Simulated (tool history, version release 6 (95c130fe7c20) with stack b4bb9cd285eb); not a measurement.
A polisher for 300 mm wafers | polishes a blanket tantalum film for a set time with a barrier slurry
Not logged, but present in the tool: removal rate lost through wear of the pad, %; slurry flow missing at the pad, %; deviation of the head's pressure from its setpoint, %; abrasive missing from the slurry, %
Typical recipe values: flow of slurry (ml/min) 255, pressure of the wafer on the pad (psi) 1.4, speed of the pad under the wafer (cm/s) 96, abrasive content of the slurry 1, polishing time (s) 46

run	hour	flow of slurry (ml/min)	pressure of the wafer on the pad (psi)	speed of the pad under the wafer (cm/s)	abrasive content of the slurry	polishing time (s)	wafers since the last listed run	wafers polished on this pad	hours since the slurry nozzle was cleaned	hours since the head pressure was calibrated	hours since the slurry blender was calibrated	incoming thickness of the incoming film, nm	film removed (nm)
1	0	310	1.4	108	1	46	0	283	334	728.2	184.2	455.9	67.3
2	23.8	310	1.4	108	1	46	156	439	357.8	752	208	454.9	66
3	50.2	310	1.4	108	1	46	173	613	384.2	778.4	234.4	453.1	68.1
4	64.4	255	1.6	96	1	46	93	707	398.4	792.6	248.6	453.1	65.8
5	100	255	1.4	96	1	55	234	941	434	828.2	284.2	458.9	69.2
# hour 129.5: worn pad replaced by a new one
6	132.4	255	1.4	96	1	46	186	19	466.4	860.6	316.6	456.3	58.6
7	151.4	255	1.4	96	1	46	125	144	485.4	879.6	335.6	464.4	59.1
# hour 168: slurry blender recalibrated
8	184.6	255	1.4	96	1	46	205	349	518.6	912.8	16.6	459.5	57.6
9	203.5	255	1.4	96	1	46	124	473	537.5	931.7	35.5	462	58.5
10	236.9	255	1.4	96	1	46	219	693	570.9	965.1	68.9	457.7	57.3
# hour 242: head pressure recalibrated
11	259	255	1.4	96	1	46	132	826	593	17	91	466.8	56.9
# hour 283.8: worn pad replaced by a new one
12	286.1	255	1.3	82	1.3	35	152	15	620.1	44.1	118.1	463.6	37.6
13	300.7	255	1.5	96	0.75	34	96	111	634.7	58.7	132.7	454.4	39.6
14	313	255	1.6	70	0.85	46	80	192	647	71	145	453.9	47.6
# hour 352.7: slurry nozzle cleaned
15	353.9	255	1.4	96	1	34	262	454	1.2	111.9	185.9	465.2	43.8
16	380.4	330	1.2	86	1	42	174	629	27.7	138.4	212.4	460	46.6
17	400.8	255	1.4	78	1	57	134	763	48.1	158.8	232.8	458.5	65.2
18	427.1	255	1.4	96	1	46	173	936	74.4	185.1	259.1	457	60.1
# hour 447.7: worn pad replaced by a new one
19	451.5	330	1.2	86	1	42	134	24	98.8	209.5	283.5	456.3	44.8
20	464.5	225	1.4	96	1.2	31	85	110	111.8	222.5	296.5	459.2	42.8

The tool's hidden state at each run:
removal rate lost through wear of the pad, %: 0 across all the runs
deviation of the head's pressure from its setpoint, %: 0 across all the runs
abrasive missing from the slurry, %: 0 across all the runs
H1: slurry flow missing at the pad, %
run	H1
1	14.8
2	16.3
3	18.2
4	19.3
5	22.2
6	25
7	26.7
8	29.9
9	31.8
10	35.4
11	37.9
12	41.1
13	42.8
14	44.3
15	0.105
16	0.179
17	0.327
18	0.638
19	1.04
20	1.31
